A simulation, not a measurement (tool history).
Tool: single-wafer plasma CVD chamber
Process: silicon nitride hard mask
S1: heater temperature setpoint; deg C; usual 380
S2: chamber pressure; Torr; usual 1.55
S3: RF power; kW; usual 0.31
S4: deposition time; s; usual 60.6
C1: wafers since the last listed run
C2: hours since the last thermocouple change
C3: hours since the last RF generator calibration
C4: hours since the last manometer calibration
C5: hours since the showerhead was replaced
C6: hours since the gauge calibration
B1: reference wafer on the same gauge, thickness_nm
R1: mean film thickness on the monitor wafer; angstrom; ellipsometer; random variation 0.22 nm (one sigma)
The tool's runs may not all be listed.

run 1 hour=0 | S1=380 S2=1.55 S3=0.31 S4=60.6 | C1=0 C2=959.8 C3=439.6 C4=623.3 C5=4306.5 C6=58.5 | B1=64.596 | R1=744.32
run 2 hour=44.6 | S1=380 S2=1.55 S3=0.31 S4=60.6 | C1=942 C2=1004.4 C3=484.2 C4=667.9 C5=4351.1 C6=103.1 | B1=64.652 | R1=740.42
run 3 hour=109.5 | S1=380 S2=1.55 S3=0.31 S4=60.6 | C1=1370 C2=1069.3 C3=549.1 C4=732.8 C5=4416 C6=168 | B1=64.604 | R1=740.75
run 4 hour=158.6 | S1=380 S2=1.55 S3=0.31 S4=60.6 | C1=1037 C2=1118.4 C3=598.2 C4=781.9 C5=4465.1 C6=217.1 | B1=64.597 | R1=738.79
run 5 hour=204.1 | S1=380 S2=1.55 S3=0.31 S4=60.6 | C1=961 C2=1163.9 C3=643.7 C4=827.4 C5=4510.6 C6=262.6 | B1=64.623 | R1=741.84
run 6 hour=241.5 | S1=380 S2=1.55 S3=0.31 S4=60.6 | C1=789 C2=1201.3 C3=681.1 C4=864.8 C5=4548 C6=300 | B1=64.594 | R1=737.85
run 7 hour=287.9 | S1=380 S2=1.55 S3=0.31 S4=60.6 | C1=980 C2=1247.7 C3=727.5 C4=911.2 C5=4594.4 C6=346.4 | B1=64.601 | R1=739.27
run 8 hour=357.1 | S1=380 S2=1.55 S3=0.31 S4=60.6 | C1=1461 C2=1316.9 C3=796.7 C4=980.4 C5=4663.6 C6=415.6 | B1=64.601 | R1=738.08
run 9 hour=381.7 | S1=380 S2=1.55 S3=0.31 S4=60.6 | C1=519 C2=1341.5 C3=821.3 C4=1005 C5=4688.2 C6=440.2 | B1=64.58 | R1=740.3
run 10 hour=431.9 | S1=380 S2=1.55 S3=0.29 S4=60.6 | C1=1060 C2=1391.7 C3=871.5 C4=1055.2 C5=4738.4 C6=490.4 | B1=64.591 | R1=688.86
-- hour=570.6 RF generator calibrated
-- hour=588.6 capacitance manometer re-zeroed and calibrated
run 11 hour=597.7 | S1=380 S2=1.55 S3=0.31 S4=60.6 | C1=3164 C2=1557.5 C3=27.1 C4=9.1 C5=4904.2 C6=656.2 | B1=64.585 | R1=741.33
run 12 hour=643.4 | S1=380 S2=1.55 S3=0.31 S4=60.6 | C1=965 C2=1603.2 C3=72.8 C4=54.8 C5=4949.9 C6=701.9 | B1=64.573 | R1=746.14
-- hour=679.5 thermocouple changed; heater temperature recalibrated
run 13 hour=684.2 | S1=380 S2=1.55 S3=0.31 S4=67.7 | C1=692 C2=4.7 C3=113.6 C4=95.6 C5=4990.7 C6=742.7 | B1=64.611 | R1=831.6
run 14 hour=746.3 | S1=386 S2=1.55 S3=0.31 S4=60.6 | C1=1311 C2=66.8 C3=175.7 C4=157.7 C5=5052.8 C6=804.8 | B1=64.582 | R1=743.2
-- hour=770.5 gauge calibrated
-- hour=793.3 showerhead replaced
run 15 hour=793.8 | S1=380 S2=1.35 S3=0.31 S4=60.6 | C1=834 C2=114.3 C3=223.2 C4=205.2 C5=0.5 C6=23.3 | B1=64.595 | R1=722.85
run 16 hour=819 | S1=380 S2=1.55 S3=0.255 S4=54 | C1=532 C2=139.5 C3=248.4 C4=230.4 C5=25.7 C6=48.5 | B1=64.629 | R1=537.36
run 17 hour=882.8 | S1=380 S2=1.55 S3=0.255 S4=54 | C1=1347 C2=203.3 C3=312.2 C4=294.2 C5=89.5 C6=112.3 | B1=64.606 | R1=536.46
run 18 hour=931.3 | S1=380 S2=1.55 S3=0.28 S4=60.6 | C1=1024 C2=251.8 C3=360.7 C4=342.7 C5=138 C6=160.8 | B1=64.618 | R1=669.39
run 19 hour=963.8 | S1=391 S2=1.55 S3=0.295 S4=60.6 | C1=686 C2=284.3 C3=393.2 C4=375.2 C5=170.5 C6=193.3 | B1=64.593 | R1=700.33
run 20 hour=991.1 | S1=372 S2=1.55 S3=0.29 S4=48.7 | C1=576 C2=311.6 C3=420.5 C4=402.5 C5=197.8 C6=220.6 | B1=64.595 | R1=560.75
run 21 hour=1031.2 | S1=380 S2=1.55 S3=0.255 S4=60.6 | C1=846 C2=351.7 C3=460.6 C4=442.6 C5=237.9 C6=260.7 | B1=64.557 | R1=602.03
run 22 hour=1055.4 | S1=380 S2=1.55 S3=0.31 S4=49.9 | C1=511 C2=375.9 C3=484.8 C4=466.8 C5=262.1 C6=284.9 | B1=64.608 | R1=613.85
run 23 hour=1104.1 | S1=380 S2=1.55 S3=0.355 S4=60.6 | C1=1028 C2=424.6 C3=533.5 C4=515.5 C5=310.8 C6=333.6 | B1=64.56 | R1=838.68
run 24 hour=1173.1 | S1=380 S2=1.34 S3=0.31 S4=60.6 | C1=1457 C2=493.6 C3=602.5 C4=584.5 C5=379.8 C6=402.6 | B1=64.624 | R1=715.66
run 25 hour=1207.8 | S1=380 S2=1.55 S3=0.31 S4=60.6 | C1=732 C2=528.3 C3=637.2 C4=619.2 C5=414.5 C6=437.3 | B1=64.568 | R1=746.19

3 ways to go on from here, each from the tool as it stands after run 25. What would each give?
run A hour=1208.2 | S1=380 S2=1.55 S3=0.31 S4=60.6 | C1=8 C2=528.7 C3=637.6 C4=619.6 C5=414.9 C6=437.7 | B1=? | R1=?
run B hour=1208.2 | S1=387 S2=1.28 S3=0.34 S4=60.6 | C1=8 C2=528.7 C3=637.6 C4=619.6 C5=414.9 C6=437.7 | B1=? | R1=?
run C hour=1208.2 | S1=380 S2=1.55 S3=0.31 S4=69.7 | C1=8 C2=528.7 C3=637.6 C4=619.6 C5=414.9 C6=437.7 | B1=? | R1=?

run=A B1=64.564 R1=741.24
run=B B1=64.564 R1=774.54
run=C B1=64.564 R1=852.36
Without the tool's hidden state the same runs would have given:
run=A R1=744.39
run=B R1=778.06
run=C R1=855.98

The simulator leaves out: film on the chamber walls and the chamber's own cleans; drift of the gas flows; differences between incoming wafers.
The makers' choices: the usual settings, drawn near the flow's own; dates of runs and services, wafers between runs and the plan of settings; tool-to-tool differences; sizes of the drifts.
